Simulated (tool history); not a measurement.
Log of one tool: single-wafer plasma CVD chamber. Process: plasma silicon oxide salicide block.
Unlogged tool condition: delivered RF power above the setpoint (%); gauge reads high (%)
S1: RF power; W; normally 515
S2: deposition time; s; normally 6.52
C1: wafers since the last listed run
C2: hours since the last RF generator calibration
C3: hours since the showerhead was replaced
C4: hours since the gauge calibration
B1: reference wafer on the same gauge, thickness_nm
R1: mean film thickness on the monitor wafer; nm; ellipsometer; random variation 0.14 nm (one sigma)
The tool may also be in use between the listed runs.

run 1 hour=0 | S1=515 S2=6.52 | C1=0 C2=843.8 C3=5465.1 C4=256.1 | B1=53.546 | R1=65.155
run 2 hour=13.7 | S1=515 S2=6.52 | C1=327 C2=857.5 C3=5478.8 C4=269.8 | B1=53.511 | R1=64.989
run 3 hour=39.8 | S1=515 S2=6.52 | C1=623 C2=883.6 C3=5504.9 C4=295.9 | B1=53.496 | R1=64.974
run 4 hour=62.6 | S1=515 S2=6.52 | C1=544 C2=906.4 C3=5527.7 C4=318.7 | B1=53.507 | R1=65.162
run 5 hour=80.8 | S1=515 S2=6.52 | C1=434 C2=924.6 C3=5545.9 C4=336.9 | B1=53.501 | R1=65.055
run 6 hour=115.1 | S1=515 S2=6.52 | C1=819 C2=958.9 C3=5580.2 C4=371.2 | B1=53.518 | R1=64.876
run 7 hour=140.7 | S1=515 S2=6.52 | C1=611 C2=984.5 C3=5605.8 C4=396.8 | B1=53.48 | R1=64.762
-- hour=158.5 RF generator calibrated
run 8 hour=162.9 | S1=515 S2=6.52 | C1=339 C2=4.4 C3=5628 C4=419 | B1=53.508 | R1=66.311
-- hour=166.5 gauge calibrated
run 9 hour=177.3 | S1=515 S2=6.52 | C1=343 C2=18.8 C3=5642.4 C4=10.8 | B1=53.484 | R1=66.469
run 10 hour=205.1 | S1=590 S2=7.74 | C1=663 C2=46.6 C3=5670.2 C4=38.6 | B1=53.491 | R1=82.247
-- hour=235.6 showerhead replaced, of another model than before
run 11 hour=236.1 | S1=480 S2=6.52 | C1=549 C2=77.6 C3=0.5 C4=69.6 | B1=53.465 | R1=65.217
run 12 hour=250.2 | S1=555 S2=6.52 | C1=336 C2=91.7 C3=14.6 C4=83.7 | B1=53.462 | R1=67.643
run 13 hour=268.4 | S1=575 S2=5.8 | C1=434 C2=109.9 C3=32.8 C4=101.9 | B1=53.482 | R1=60.804
run 14 hour=281.5 | S1=545 S2=7.52 | C1=312 C2=123 C3=45.9 C4=115 | B1=53.47 | R1=77.476
run 15 hour=298.5 | S1=595 S2=6.52 | C1=406 C2=140 C3=62.9 C4=132 | B1=53.513 | R1=68.59
run 16 hour=331.5 | S1=440 S2=7.43 | C1=788 C2=173 C3=95.9 C4=165 | B1=53.522 | R1=72.657
run 17 hour=356.2 | S1=515 S2=6.52 | C1=589 C2=197.7 C3=120.6 C4=189.7 | B1=53.489 | R1=66.497
run 18 hour=386.4 | S1=450 S2=5.79 | C1=721 C2=227.9 C3=150.8 C4=219.9 | B1=53.52 | R1=57.03
run 19 hour=417.5 | S1=515 S2=6.52 | C1=742 C2=259 C3=181.9 C4=251 | B1=53.551 | R1=66.347

Alternative continuations, all from the tool just after run 19; predict every row:
run A hour=417.9 | S1=515 S2=5.85 | C1=9 C2=259.4 C3=182.3 C4=251.4 | B1=? | R1=?
run B hour=417.9 | S1=465 S2=7.32 | C1=9 C2=259.4 C3=182.3 C4=251.4 | B1=? | R1=?
run C hour=417.9 | S1=515 S2=5.45 | C1=9 C2=259.4 C3=182.3 C4=251.4 | B1=? | R1=?
run D hour=417.9 | S1=610 S2=7.76 | C1=9 C2=259.4 C3=182.3 C4=251.4 | B1=? | R1=?
run E hour=417.9 | S1=595 S2=5.48 | C1=9 C2=259.4 C3=182.3 C4=251.4 | B1=? | R1=?

run=A B1=53.475 R1=59.643
run=B B1=53.475 R1=72.84
run=C B1=53.475 R1=55.565
run=D B1=53.475 R1=82.455
run=E B1=53.475 R1=57.871
Take away the tool's hidden state, keep each run's random variation, and the runs would have read:
run=A R1=59.903
run=B R1=73.157
run=C R1=55.807
run=D R1=82.813
run=E R1=58.123
